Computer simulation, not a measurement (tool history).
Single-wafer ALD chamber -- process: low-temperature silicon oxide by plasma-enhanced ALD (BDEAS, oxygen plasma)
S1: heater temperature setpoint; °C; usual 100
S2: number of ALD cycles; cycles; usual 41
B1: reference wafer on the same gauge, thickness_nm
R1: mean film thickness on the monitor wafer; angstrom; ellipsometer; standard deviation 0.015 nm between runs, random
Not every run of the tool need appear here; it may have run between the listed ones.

run	day	S1	S2	B1	R1
1	0.000	89	47	4.890	70.99
2	2.962	89	47	4.892	70.54
3	6.479	89	47	4.891	70.99
4	10.538	105	45	4.892	64.53
5	13.658	100	41	4.886	59.40
6	15.167	100	41	4.887	59.34
7	18.867	107	47	4.892	66.70
8	23.362	100	39	4.888	56.25
9	27.254	100	39	4.890	56.29
10	31.354	100	39	4.890	57.31
11	33.688	106	47	4.893	67.79
12	37.833	106	41	4.888	59.17
13	41.692	103	37	4.891	53.76
14	45.321	103	37	4.888	53.86
15	47.571	100	41	4.889	59.87
16	49.742	89	44	4.892	67.61
17	52.717	89	44	4.891	67.49
18	56.542	100	41	4.889	59.98
19	59.775	96	41	4.888	61.00
20	61.575	103	37	4.891	53.73
21	63.271	100	43	4.888	62.99
22	65.575	96	35	4.889	52.08
23	69.633	89	44	4.890	66.99
24	73.492	100	41	4.892	59.79
25	75.054	111	34	4.888	48.50
26	77.888	111	48	4.893	68.49
27	81.333	100	48	4.893	70.12
28	83.225	103	37	4.888	53.65
29	86.317	113	36	4.891	51.00
30	88.821	108	45	4.892	64.59
31	90.596	93	34	4.888	50.71
32	94.617	87	41	4.891	62.81
33	96.446	100	35	4.887	50.86
34	97.962	100	41	4.891	59.67

Not shown: 2 entries that the log had between the listed runs. Between which runs, and how does the tool's hidden state differ before and after?
In the gap between runs 9 and 10: thermocouple changed; heater temperature recalibrated (day 30.442)
  wafer temperature above the value expected at the setpoint (K): 5.12 -> -1.52
  measured minus no-state result, R1: -0.60 -> +0.36 angstrom
In the gap between runs 15 and 16: gauge calibrated (day 47.958)
  wafer temperature above the value expected at the setpoint (K): -1.39 -> -1.36
  measured minus no-state result, R1: +0.34 -> +0.36 angstrom
